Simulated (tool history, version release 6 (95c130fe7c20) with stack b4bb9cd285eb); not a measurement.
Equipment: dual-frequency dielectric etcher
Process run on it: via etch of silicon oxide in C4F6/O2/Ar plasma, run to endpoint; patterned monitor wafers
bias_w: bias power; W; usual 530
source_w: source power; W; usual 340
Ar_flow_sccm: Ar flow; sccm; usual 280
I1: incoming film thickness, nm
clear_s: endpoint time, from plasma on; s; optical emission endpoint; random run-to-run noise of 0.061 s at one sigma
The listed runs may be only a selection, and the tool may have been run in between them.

{"run": 1, "hour": 0.0, "bias_w": 530, "source_w": 340, "Ar_flow_sccm": 280, "I1": 94.4, "clear_s": 20.1}
{"run": 2, "hour": 41.4, "bias_w": 530, "source_w": 340, "Ar_flow_sccm": 280, "I1": 93.7, "clear_s": 19.9}
{"run": 3, "hour": 73.4, "bias_w": 530, "source_w": 340, "Ar_flow_sccm": 280, "I1": 93.7, "clear_s": 20}
{"run": 4, "hour": 108.5, "bias_w": 530, "source_w": 340, "Ar_flow_sccm": 280, "I1": 92.9, "clear_s": 19.8}
{"run": 5, "hour": 173.9, "bias_w": 530, "source_w": 340, "Ar_flow_sccm": 280, "I1": 94.1, "clear_s": 20.1}
{"run": 6, "hour": 214.4, "bias_w": 530, "source_w": 340, "Ar_flow_sccm": 280, "I1": 93.8, "clear_s": 20.1}
{"hour": 255.5, "done": "bias power generator calibrated"}
{"run": 7, "hour": 275.0, "bias_w": 530, "source_w": 340, "Ar_flow_sccm": 280, "I1": 92.9, "clear_s": 20.6}
{"hour": 314.8, "done": "wet clean of the chamber"}
{"run": 8, "hour": 317.2, "bias_w": 530, "source_w": 340, "Ar_flow_sccm": 280, "I1": 93, "clear_s": 20.2}
{"run": 9, "hour": 350.6, "bias_w": 530, "source_w": 340, "Ar_flow_sccm": 280, "I1": 94.4, "clear_s": 20.6}
{"run": 10, "hour": 406.2, "bias_w": 530, "source_w": 340, "Ar_flow_sccm": 280, "I1": 92.8, "clear_s": 20.2}
{"run": 11, "hour": 446.7, "bias_w": 491, "source_w": 300, "Ar_flow_sccm": 280, "I1": 93.9, "clear_s": 23}
{"run": 12, "hour": 500.9, "bias_w": 530, "source_w": 280, "Ar_flow_sccm": 280, "I1": 94.8, "clear_s": 23.2}
{"run": 13, "hour": 552.5, "bias_w": 634, "source_w": 360, "Ar_flow_sccm": 227, "I1": 93.5, "clear_s": 17.6}
{"run": 14, "hour": 581.6, "bias_w": 576, "source_w": 270, "Ar_flow_sccm": 222, "I1": 93, "clear_s": 21.6}
{"run": 15, "hour": 632.9, "bias_w": 530, "source_w": 340, "Ar_flow_sccm": 260, "I1": 93, "clear_s": 20.3}
{"hour": 732.1, "done": "source power generator calibrated"}
{"hour": 784.2, "done": "wet clean of the chamber"}
{"run": 16, "hour": 811.7, "bias_w": 466, "source_w": 340, "Ar_flow_sccm": 280, "I1": 93.2, "clear_s": 21.5}

What does the tool deliver on the next run?
{"hour": 856.0, "done": "upper electrode replaced"}
{"run": 17, "hour": 856.5, "bias_w": 661, "source_w": 290, "Ar_flow_sccm": 280, "I1": 93.6, "clear_s": "?"}

{"run 17": {"clear_s": 19.3}}
With no hidden state in the tool, this same run would have given clear_s 19.5 s.

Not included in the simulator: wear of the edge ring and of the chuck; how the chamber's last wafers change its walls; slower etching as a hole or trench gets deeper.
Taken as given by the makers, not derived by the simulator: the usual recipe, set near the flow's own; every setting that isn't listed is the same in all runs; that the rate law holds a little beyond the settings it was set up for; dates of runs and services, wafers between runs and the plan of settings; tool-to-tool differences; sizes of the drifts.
